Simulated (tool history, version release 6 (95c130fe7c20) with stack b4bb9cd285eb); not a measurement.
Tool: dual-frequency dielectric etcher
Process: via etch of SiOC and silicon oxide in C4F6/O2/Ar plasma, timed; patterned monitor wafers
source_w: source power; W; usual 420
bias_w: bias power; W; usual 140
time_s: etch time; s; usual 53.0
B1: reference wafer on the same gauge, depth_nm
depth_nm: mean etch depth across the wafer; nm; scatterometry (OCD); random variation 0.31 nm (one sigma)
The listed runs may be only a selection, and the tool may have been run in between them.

run 1 day=0.000 | source_w=420 bias_w=151 time_s=46.5 | B1=51.1 | depth_nm=52.0
run 2 day=0.825 | source_w=420 bias_w=151 time_s=46.5 | B1=51.1 | depth_nm=52.3
run 3 day=1.812 | source_w=420 bias_w=151 time_s=46.5 | B1=51.1 | depth_nm=52.0
run 4 day=3.008 | source_w=420 bias_w=140 time_s=53.0 | B1=51.1 | depth_nm=57.9
run 5 day=4.421 | source_w=420 bias_w=140 time_s=53.0 | B1=51.2 | depth_nm=58.0
run 6 day=5.425 | source_w=420 bias_w=140 time_s=53.0 | B1=51.1 | depth_nm=57.3
run 7 day=6.883 | source_w=420 bias_w=140 time_s=46.5 | B1=51.2 | depth_nm=51.1
run 8 day=9.238 | source_w=420 bias_w=140 time_s=46.5 | B1=51.1 | depth_nm=51.2
run 9 day=10.046 | source_w=420 bias_w=157 time_s=53.0 | B1=51.2 | depth_nm=61.8
run 10 day=10.608 | source_w=420 bias_w=162 time_s=63.5 | B1=51.1 | depth_nm=74.1
run 11 day=11.667 | source_w=420 bias_w=140 time_s=53.0 | B1=51.2 | depth_nm=58.4
run 12 day=12.425 | source_w=420 bias_w=140 time_s=53.0 | B1=51.1 | depth_nm=58.4
run 13 day=13.458 | source_w=420 bias_w=140 time_s=53.0 | B1=51.1 | depth_nm=58.9
run 14 day=14.221 | source_w=420 bias_w=140 time_s=53.0 | B1=51.1 | depth_nm=59.0
run 15 day=15.367 | source_w=390 bias_w=152 time_s=37.0 | B1=51.1 | depth_nm=41.3
run 16 day=16.296 | source_w=520 bias_w=105 time_s=62.0 | B1=51.0 | depth_nm=66.6
-- day=16.958 bias power generator calibrated
-- day=18.425 wet clean of the chamber
run 17 day=18.446 | source_w=420 bias_w=140 time_s=53.0 | B1=51.2 | depth_nm=57.2
run 18 day=18.458 | source_w=460 bias_w=126 time_s=53.0 | B1=51.1 | depth_nm=56.6
run 19 day=21.825 | source_w=490 bias_w=117 time_s=68.5 | B1=51.0 | depth_nm=72.1
-- day=23.642 gauge calibrated
-- day=23.692 upper electrode replaced
run 20 day=23.712 | source_w=510 bias_w=121 time_s=68.5 | B1=51.1 | depth_nm=75.5
-- day=24.058 source power generator calibrated
run 21 day=24.175 | source_w=420 bias_w=125 time_s=53.0 | B1=51.1 | depth_nm=55.2
run 22 day=24.862 | source_w=420 bias_w=140 time_s=53.0 | B1=51.2 | depth_nm=57.2
run 23 day=26.142 | source_w=420 bias_w=162 time_s=63.5 | B1=51.1 | depth_nm=73.6
run 24 day=26.933 | source_w=350 bias_w=121 time_s=61.5 | B1=51.1 | depth_nm=58.8
run 25 day=28.050 | source_w=520 bias_w=140 time_s=62.5 | B1=51.0 | depth_nm=74.4
run 26 day=29.208 | source_w=420 bias_w=140 time_s=53.0 | B1=51.1 | depth_nm=58.1
run 27 day=30.696 | source_w=420 bias_w=162 time_s=63.5 | B1=51.2 | depth_nm=74.7
run 28 day=31.775 | source_w=460 bias_w=156 time_s=58.5 | B1=51.1 | depth_nm=70.2
run 29 day=32.658 | source_w=450 bias_w=140 time_s=46.0 | B1=51.1 | depth_nm=51.9

Selected run-to-run steps in depth_nm, each split into two signed amounts: the part the tool would show with no hidden state at all (from settings, incoming material and random variation), and the remainder, which goes to the hidden state together with any gauge scatter not common to the measured and the hidden-state-free results:
What the log doesn't record here: etch rate over this chamber's usual, %; source power that arrives over what is set, %; bias power that arrives over what is set, %; gauge reads high (%).
Run 15 -> 16: source_w 390 -> 520, bias_w 152 -> 105, time_s 37.0 -> 62.0. depth_nm +25.3 nm: hidden state +0.8, all else +24.5.
Run 16 -> 17: source_w 520 -> 420, bias_w 105 -> 140, time_s 62.0 -> 53.0, bias power generator calibrated, wet clean of the chamber. depth_nm -9.4 nm: hidden state -2.1, all else -7.3.
Run 20 -> 21: source_w 510 -> 420, bias_w 121 -> 125, time_s 68.5 -> 53.0, source power generator calibrated. depth_nm -20.3 nm: hidden state -0.1, all else -20.2.
